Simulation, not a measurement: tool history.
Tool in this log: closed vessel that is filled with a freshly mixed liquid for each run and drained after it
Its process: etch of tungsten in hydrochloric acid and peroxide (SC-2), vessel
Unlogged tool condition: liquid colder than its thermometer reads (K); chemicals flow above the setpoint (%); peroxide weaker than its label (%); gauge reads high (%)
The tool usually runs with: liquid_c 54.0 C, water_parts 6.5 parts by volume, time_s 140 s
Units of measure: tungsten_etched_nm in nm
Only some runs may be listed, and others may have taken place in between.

run    hour  liquid_c  water_parts  time_s  wafers since the last listed run  hours since the thermometer was replaced  hours since the chemicals flow meter was replaced  hours since the drum of peroxide was connected  hours since the gauge calibration  read-back film thickness of the tungsten reference wafer, read on the same gauge (nm)  tungsten_etched_nm
  1     0.0      54.0          6.5      75                                 0                                    2169.6                                              403.3                                           764.6                             1138.2                                                                                 140.00               19.60
  2    68.6      54.0          6.5      75                              7344                                    2238.2                                              471.9                                           833.2                             1206.8                                                                                 140.00               20.03
      118.3  -- chemicals flow meter replaced
  3   198.0      54.0          6.5      75                             13746                                    2367.6                                               79.7                                           962.6                             1336.2                                                                                 139.98               19.18
  4   233.8      54.0          6.5      85                              3832                                    2403.4                                              115.5                                           998.4                             1372.0                                                                                 140.00               21.97
      244.9  -- thermometer replaced
  5   282.4      54.0          6.5      85                              5096                                      37.5                                              164.1                                          1047.0                             1420.6                                                                                 140.02               23.02
      328.2  -- gauge calibrated
  6   330.5      54.0          6.5      85                              5149                                      85.6                                              212.2                                          1095.1                                2.3                                                                                 139.97               23.29
  7   388.7      54.0          6.5     140                              6230                                     143.8                                              270.4                                          1153.3                               60.5                                                                                 139.97               37.38
  8   418.0      54.0          6.5     140                              3136                                     173.1                                              299.7                                          1182.6                               89.8                                                                                 140.00               38.35
  9   482.1      54.0          6.5     140                              6862                                     237.2                                              363.8                                          1246.7                              153.9                                                                                 139.98               38.28
      484.0  -- new drum of peroxide connected
 10   534.2      54.0          6.5     140                              5470                                     289.3                                              415.9                                            50.2                              206.0                                                                                 139.98               38.96
 11   574.2      51.0          8.0     220                              4282                                     329.3                                              455.9                                            90.2                              246.0                                                                                 140.01               43.06
 12   624.1      54.0          8.0     140                              5342                                     379.2                                              505.8                                           140.1                              295.9                                                                                 139.99               33.49
      632.1  -- chemicals flow meter replaced
 13   676.8      54.0          6.5      95                              5535                                     431.9                                               44.7                                           192.8                              348.6                                                                                 139.97               25.75
 14   739.8      50.0          6.5     140                              6744                                     494.9                                              107.7                                           255.8                              411.6                                                                                 140.01               28.96
 15   795.1      57.0          5.5     220                              5920                                     550.2                                              163.0                                           311.1                              466.9                                                                                 139.98               81.64
 16   834.1      54.0          6.5     140                              4175                                     589.2                                              202.0                                           350.1                              505.9                                                                                 140.00               37.51
 17   886.1      54.0          6.5     140                              5567                                     641.2                                              254.0                                           402.1                              557.9                                                                                 139.97               37.54
 18   952.8      54.0          6.5      75                              7140                                     707.9                                              320.7                                           468.8                              624.6                                                                                 140.02               20.41
 19  1010.6      60.5          9.0     140                              6188                                     765.7                                              378.5                                           526.6                              682.4                                                                                 140.00               45.03
 20  1061.8      61.0          4.0     110                              5481                                     816.9                                              429.7                                           577.8                              733.6                                                                                 140.02               66.29
 21  1130.0      54.0          6.5     140                              7301                                     885.1                                              497.9                                           646.0                              801.8                                                                                 140.01               38.38
 22  1161.0      54.0          5.5      70                              3318                                     916.1                                              528.9                                           677.0                              832.8                                                                                 139.99               21.77
     1209.6  -- chemicals flow meter replaced
 23  1254.9      63.5          9.0     140                              9945                                    1010.0                                               45.3                                           770.9                              926.7                                                                                 140.01               52.11
 24  1288.3      50.0          7.5     175                              3575                                    1043.4                                               78.7                                           804.3                              960.1                                                                                 140.03               32.14
 25  1358.8      48.0          7.5     140                              7547                                    1113.9                                              149.2                                           874.8                             1030.6                                                                                 140.02               22.07
 26  1384.7      54.0          4.0     140                              2772                                    1139.8                                              175.1                                           900.7                             1056.5                                                                                 140.03               52.39
 27  1426.3      54.0          6.5     140                              4453                                    1181.4                                              216.7                                           942.3                             1098.1                                                                                 139.96               37.43
 28  1451.7      54.0          6.5     140                              2719                                    1206.8                                              242.1                                           967.7                             1123.5                                                                                 140.02               36.75
 29  1508.7      54.0          6.5     220                              6102                                    1263.8                                              299.1                                          1024.7                             1180.5                                                                                 140.03               59.84
 30  1551.2      54.0          4.5      65                              4550                                    1306.3                                              341.6                                          1067.2                             1223.0                                                                                 139.98               22.62
 31  1576.5      60.0          4.5      75                              2708                                    1331.6                                              366.9                                          1092.5                             1248.3                                                                                 139.99               39.55

Hidden condition of the tool, last listed run before each entry between runs versus first listed run after:
Between runs 2 and 3: chemicals flow meter replaced (hour 118.3)
  liquid colder than its thermometer reads (K): 0.934 -> 0.974; chemicals flow above the setpoint (%): 8.13 -> 1.9
  measured value less the no-hidden-state value, tungsten_etched_nm: -0.03 -> -0.97 nm
Between runs 4 and 5: thermometer replaced (hour 244.9)
  liquid colder than its thermometer reads (K): 0.985 -> 0.0518; chemicals flow above the setpoint (%): 2.48 -> 3.26
  measured value less the no-hidden-state value, tungsten_etched_nm: -1.01 -> +0.48 nm
Between runs 5 and 6: gauge calibrated (hour 328.2)
  liquid colder than its thermometer reads (K): 0.0518 -> 0.0665; chemicals flow above the setpoint (%): 3.26 -> 4.04
  measured value less the no-hidden-state value, tungsten_etched_nm: +0.48 -> +0.59 nm
Between runs 9 and 10: new drum of peroxide connected (hour 484.0)
  liquid colder than its thermometer reads (K): 0.113 -> 0.129; chemicals flow above the setpoint (%): 6.48 -> 7.32
  measured value less the no-hidden-state value, tungsten_etched_nm: +1.52 -> +1.72 nm
Between runs 12 and 13: chemicals flow meter replaced (hour 632.1)
  liquid colder than its thermometer reads (K): 0.156 -> 0.173; chemicals flow above the setpoint (%): 8.77 -> 1.52
  measured value less the no-hidden-state value, tungsten_etched_nm: +1.84 -> +0.02 nm
Between runs 22 and 23: chemicals flow meter replaced (hour 1209.6)
  liquid colder than its thermometer reads (K): 0.321 -> 0.35; chemicals flow above the setpoint (%): 9.34 -> 2.78
  measured value less the no-hidden-state value, tungsten_etched_nm: +0.94 -> +0.04 nm
